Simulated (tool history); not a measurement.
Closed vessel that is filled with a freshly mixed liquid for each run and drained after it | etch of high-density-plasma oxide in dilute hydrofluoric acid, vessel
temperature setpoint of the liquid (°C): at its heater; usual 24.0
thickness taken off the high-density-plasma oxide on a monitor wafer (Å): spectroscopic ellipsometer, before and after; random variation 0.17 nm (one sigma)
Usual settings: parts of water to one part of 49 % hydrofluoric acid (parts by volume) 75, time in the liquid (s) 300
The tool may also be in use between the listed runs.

| run | hour | temperature setpoint of the liquid (°C) | parts of water to one part of 49 % hydrofluoric acid (parts by volume) | time in the liquid (s) | read-back film thickness of the high-density-plasma oxide reference wafer, read on the same gauge (nm) | thickness taken off the high-density-plasma oxide on a monitor wafer (Å) |
|---|---|---|---|---|---|---|
| 1 | 0.0 | 22.5 | 75 | 300 | 50.00 | 373.7 |
| 2 | 25.6 | 22.5 | 75 | 300 | 50.00 | 374.9 |
| 3 | 52.1 | 26.0 | 50 | 300 | 50.00 | 668.1 |
| 4 | 93.5 | 24.0 | 75 | 300 | 50.01 | 394.9 |
| 5 | 134.9 | 24.0 | 75 | 300 | 50.02 | 399.5 |
|  | 148.9 | hydrofluoric acid flow meter replaced |
| 6 | 185.9 | 27.0 | 75 | 300 | 50.00 | 447.5 |
| 7 | 235.7 | 27.0 | 75 | 300 | 50.02 | 451.4 |
| 8 | 262.1 | 27.0 | 75 | 300 | 50.00 | 448.5 |
| 9 | 327.7 | 24.0 | 75 | 300 | 50.01 | 403.7 |
| 10 | 354.7 | 24.0 | 75 | 300 | 49.99 | 401.5 |
| 11 | 402.5 | 19.5 | 60 | 300 | 50.01 | 428.9 |
| 12 | 434.1 | 24.0 | 105 | 300 | 50.01 | 275.3 |
| 13 | 488.3 | 20.0 | 90 | 300 | 49.99 | 283.1 |
| 14 | 535.3 | 28.0 | 55 | 345 | 49.98 | 764.2 |
| 15 | 593.6 | 24.0 | 75 | 300 | 50.01 | 406.7 |
|  | 601.8 | thermometer replaced |
|  | 660.5 | hydrofluoric acid flow meter replaced |
|  | 676.3 | gauge calibrated |
| 16 | 792.6 | 24.0 | 45 | 220 | 49.98 | 483.4 |
| 17 | 981.5 | 24.0 | 75 | 300 | 49.98 | 381.9 |
| 18 | 1045.0 | 20.5 | 55 | 155 | 50.00 | 239.0 |
|  | 1128.2 | hydrofluoric acid flow meter replaced |
| 19 | 1188.2 | 26.5 | 110 | 355 | 49.99 | 328.6 |
| 20 | 1240.9 | 22.5 | 65 | 205 | 50.00 | 291.9 |

Forecast each of these 5 alternatives for the next run:
| A | 1241.6 | 24.0 | 75 | 300 | ? | ? |
| B | 1241.6 | 26.5 | 105 | 300 | ? | ? |
| C | 1241.6 | 22.5 | 115 | 390 | ? | ? |
| D | 1241.6 | 26.5 | 75 | 210 | ? | ? |
| E | 1241.6 | 22.0 | 115 | 210 | ? | ? |

| run | read-back film thickness of the high-density-plasma oxide reference wafer, read on the same gauge (nm) | thickness taken off the high-density-plasma oxide on a monitor wafer (Å) |
|---|---|---|
| A | 49.98 | 387.2 |
| B | 49.98 | 293.3 |
| C | 49.98 | 294.3 |
| D | 49.98 | 299.3 |
| E | 49.98 | 155.4 |
Without the tool's hidden state the same runs would have given:
| run | thickness taken off the high-density-plasma oxide on a monitor wafer (Å) |
|---|---|
| A | 376.1 |
| B | 285.3 |
| C | 286.0 |
| D | 290.9 |
| E | 151.0 |
